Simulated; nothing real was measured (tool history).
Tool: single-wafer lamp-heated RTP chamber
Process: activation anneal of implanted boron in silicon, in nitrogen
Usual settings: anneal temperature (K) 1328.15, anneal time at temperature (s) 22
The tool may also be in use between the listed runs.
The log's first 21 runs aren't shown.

run,hour,anneal temperature (K),anneal time at temperature (s),"read-back reference wafer on the same gauge, sheet resistance",sheet resistance of the implanted and annealed layer (ohm/square)
# hour 243.5: gauge calibrated
# hour 248.1: pyrometer window cleaned and pyrometer calibrated
22,248.6,1328.15,22,104.15,103
23,261.3,1357.15,26,104.04,101.87
24,272.7,1341.15,34,104.05,102.07
25,286.8,1352.15,33,104.01,101.48
26,294.6,1310.15,11,103.97,104.34
27,302.9,1352.15,33,103.92,101.46
28,316.2,1305.15,22,103.98,103.91
29,325.9,1328.15,22,104.04,103.01
30,342.1,1328.15,11,103.93,103.36
31,351.1,1348.15,15,103.86,102.83
32,361.5,1303.15,18,103.87,104.21
33,374.6,1344.15,18,103.75,102.35
34,389,1352.15,22,103.9,102
35,404.5,1307.15,11,103.69,104.36

5 ways to go on from here, each from the tool as it stands after run 35. What would each give?
A,404.9,1328.15,34,?,?
B,404.9,1348.15,27,?,?
C,404.9,1344.15,34,?,?
D,404.9,1307.15,18,?,?
E,404.9,1328.15,14,?,?

run,"read-back reference wafer on the same gauge, sheet resistance",sheet resistance of the implanted and annealed layer (ohm/square)
A,103.71,102.06
B,103.71,101.6
C,103.71,101.32
D,103.71,103.69
E,103.71,102.99
Without the tool's hidden state the same runs would have given:
run,sheet resistance of the implanted and annealed layer (ohm/square)
A,102.29
B,101.83
C,101.55
D,103.93
E,103.23
